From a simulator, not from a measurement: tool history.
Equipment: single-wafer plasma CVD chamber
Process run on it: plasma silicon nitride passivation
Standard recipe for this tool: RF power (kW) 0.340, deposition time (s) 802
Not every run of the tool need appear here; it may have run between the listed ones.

run,hour,RF power (kW),deposition time (s),"read-back reference wafer on the same gauge, thickness_nm",mean film thickness on the monitor wafer (Å)
1,0.0,0.320,802,1146.180,11310.89
2,72.0,0.320,802,1150.691,11308.68
3,129.2,0.320,802,1152.553,11287.64
4,222.3,0.325,802,1158.648,11429.15
5,290.3,0.340,882,1159.904,12827.17
# hour 609.1: gauge calibrated
6,614.2,0.340,882,1106.556,12316.07
7,664.7,0.340,802,1110.547,11197.89
8,770.2,0.340,802,1115.333,11114.30
# hour 796.7: showerhead replaced
9,849.4,0.340,802,1118.222,11181.51
10,891.9,0.340,743,1120.243,10510.93
# hour 905.5: RF generator calibrated
11,974.0,0.365,741,1123.433,10832.97

The next listed run, before its measurement:
12,1017.3,0.360,715,?,?

Run 12 came out at read-back reference wafer on the same gauge, thickness_nm 1126.789, mean film thickness on the monitor wafer (Å) 10370.79.
The same run, on a tool lacking any hidden state, would have yielded mean film thickness on the monitor wafer (Å) 10222.81.

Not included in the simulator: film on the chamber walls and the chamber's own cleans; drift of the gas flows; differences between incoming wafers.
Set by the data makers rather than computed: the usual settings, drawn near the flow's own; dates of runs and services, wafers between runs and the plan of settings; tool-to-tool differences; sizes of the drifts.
